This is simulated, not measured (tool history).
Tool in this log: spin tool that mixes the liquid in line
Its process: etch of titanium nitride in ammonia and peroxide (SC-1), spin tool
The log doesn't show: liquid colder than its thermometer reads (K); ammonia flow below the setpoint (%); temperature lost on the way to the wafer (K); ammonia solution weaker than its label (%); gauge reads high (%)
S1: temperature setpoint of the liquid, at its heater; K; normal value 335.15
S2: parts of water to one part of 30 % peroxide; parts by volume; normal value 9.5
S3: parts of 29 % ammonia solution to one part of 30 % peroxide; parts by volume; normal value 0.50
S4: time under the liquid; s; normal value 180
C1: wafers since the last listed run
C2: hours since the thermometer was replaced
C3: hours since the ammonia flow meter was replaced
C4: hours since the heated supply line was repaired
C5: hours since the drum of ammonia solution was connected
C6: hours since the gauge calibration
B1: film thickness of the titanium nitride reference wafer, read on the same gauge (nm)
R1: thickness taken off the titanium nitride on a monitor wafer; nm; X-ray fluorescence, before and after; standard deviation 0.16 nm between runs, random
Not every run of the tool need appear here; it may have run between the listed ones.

Run 1, day 0.000: usual settings; C1 0; C2 1352.6; C3 365.2; C4 1897.8; C5 387.7; C6 995.3; B1 130.02. Result: R1 15.14 nm.
Run 2, day 2.558: usual settings; C1 553; C2 1414.0; C3 426.6; C4 1959.2; C5 449.1; C6 1056.7; B1 130.03. Result: R1 15.10 nm.
Run 3, day 4.775: usual settings; C1 479; C2 1467.2; C3 479.8; C4 2012.4; C5 502.3; C6 1109.9; B1 130.01. Result: R1 15.12 nm.
Run 4, day 8.079: usual settings; C1 715; C2 1546.5; C3 559.1; C4 2091.7; C5 581.6; C6 1189.2; B1 130.00. Result: R1 15.00 nm.
Run 5, day 9.629: usual settings; C1 335; C2 1583.7; C3 596.3; C4 2128.9; C5 618.8; C6 1226.4; B1 129.97. Result: R1 14.73 nm.
Run 6, day 13.071: usual settings; C1 745; C2 1666.3; C3 678.9; C4 2211.5; C5 701.4; C6 1309.0; B1 130.01. Result: R1 14.73 nm.
At day 17.867: gauge calibrated.
At day 19.421: new drum of ammonia solution connected.
Run 7, day 20.500: usual settings; C1 1599; C2 1844.6; C3 857.2; C4 2389.8; C5 25.9; C6 63.2; B1 130.00. Result: R1 14.87 nm.
Run 8, day 22.996: usual settings; C1 540; C2 1904.5; C3 917.1; C4 2449.7; C5 85.8; C6 123.1; B1 129.98. Result: R1 14.83 nm.
Run 9, day 27.117: usual settings but S1 332.15 K, S2 12.5 parts by volume; C1 892; C2 2003.4; C3 1016.0; C4 2548.6; C5 184.7; C6 222.0; B1 130.01. Result: R1 10.45 nm.
Run 10, day 29.171: usual settings but S4 140 s; C1 444; C2 2052.7; C3 1065.3; C4 2597.9; C5 234.0; C6 271.3; B1 130.00. Result: R1 11.30 nm.
Run 11, day 32.550: usual settings but S2 5.5 parts by volume; C1 731; C2 2133.8; C3 1146.4; C4 2679.0; C5 315.1; C6 352.4; B1 130.01. Result: R1 19.32 nm.
At day 35.683: thermometer replaced.
At day 35.696: heated supply line repaired.
Run 12, day 35.846: usual settings but S3 0.65 parts by volume, S4 135 s; C1 701; C2 3.9; C3 1225.5; C4 3.6; C5 394.2; C6 431.5; B1 130.02. Result: R1 10.34 nm.
Run 13, day 38.367: usual settings; C1 545; C2 64.4; C3 1286.0; C4 64.1; C5 454.7; C6 492.0; B1 130.01. Result: R1 13.12 nm.
Run 14, day 42.504: usual settings but S1 327.65 K, S2 12.5 parts by volume, S3 0.30 parts by volume; C1 895; C2 163.7; C3 1385.3; C4 163.4; C5 554.0; C6 591.3; B1 130.01. Result: R1 6.26 nm.
Run 15, day 45.550: usual settings but S3 0.40 parts by volume; C1 659; C2 236.8; C3 1458.4; C4 236.5; C5 627.1; C6 664.4; B1 129.99. Result: R1 12.71 nm.
Run 16, day 47.775: usual settings but S2 11.0 parts by volume, S4 80 s; C1 481; C2 290.2; C3 1511.8; C4 289.9; C5 680.5; C6 717.8; B1 129.99. Result: R1 5.37 nm.
At day 48.458: thermometer replaced, repeated, since the last time left the tool worse.
At day 48.642: ammonia flow meter replaced.
Run 17, day 50.975: usual settings but S1 332.15 K, S2 13.0 parts by volume, S3 0.70 parts by volume, S4 270 s; C1 674; C2 60.4; C3 56.0; C4 366.7; C5 757.3; C6 794.6; B1 130.00. Result: R1 17.98 nm.
At day 51.492: new drum of ammonia solution connected.
Run 18, day 54.017: usual settings but S1 327.65 K, S2 6.0 parts by volume, S3 0.40 parts by volume; C1 649; C2 133.4; C3 129.0; C4 439.7; C5 60.6; C6 867.6; B1 130.03. Result: R1 11.75 nm.
Run 19, day 58.217: usual settings but S2 12.0 parts by volume, S4 100 s; C1 909; C2 234.2; C3 229.8; C4 540.5; C5 161.4; C6 968.4; B1 130.03. Result: R1 7.77 nm.
Run 20, day 61.800: usual settings; C1 775; C2 320.2; C3 315.8; C4 626.5; C5 247.4; C6 1054.4; B1 129.98. Result: R1 15.70 nm.
Run 21, day 65.462: usual settings but S1 338.65 K, S2 11.5 parts by volume, S3 0.25 parts by volume, S4 85 s; C1 793; C2 408.1; C3 403.7; C4 714.4; C5 335.3; C6 1142.3; B1 130.02. Result: R1 7.48 nm.
Run 22, day 69.133: usual settings but S2 8.0 parts by volume; C1 794; C2 496.2; C3 491.8; C4 802.5; C5 423.4; C6 1230.4; B1 130.01. Result: R1 17.49 nm.
Run 23, day 73.521: usual settings; C1 950; C2 601.5; C3 597.1; C4 907.8; C5 528.7; C6 1335.7; B1 129.99. Result: R1 15.70 nm.

Same runs, no hidden state in the tool, same run-to-run variation:
run     R1
  1  16.22
  2  16.21
  3  16.28
  4  16.22
  5  15.95
  6  16.02
  7  16.32
  8  16.32
  9  11.57
 10  12.53
 11  21.49
 12  12.60
 13  16.04
 14   7.76
 15  15.67
 16   6.64
 17  18.17
 18  11.92
 19   7.92
 20  16.06
 21   7.68
 22  18.04
 23  16.28
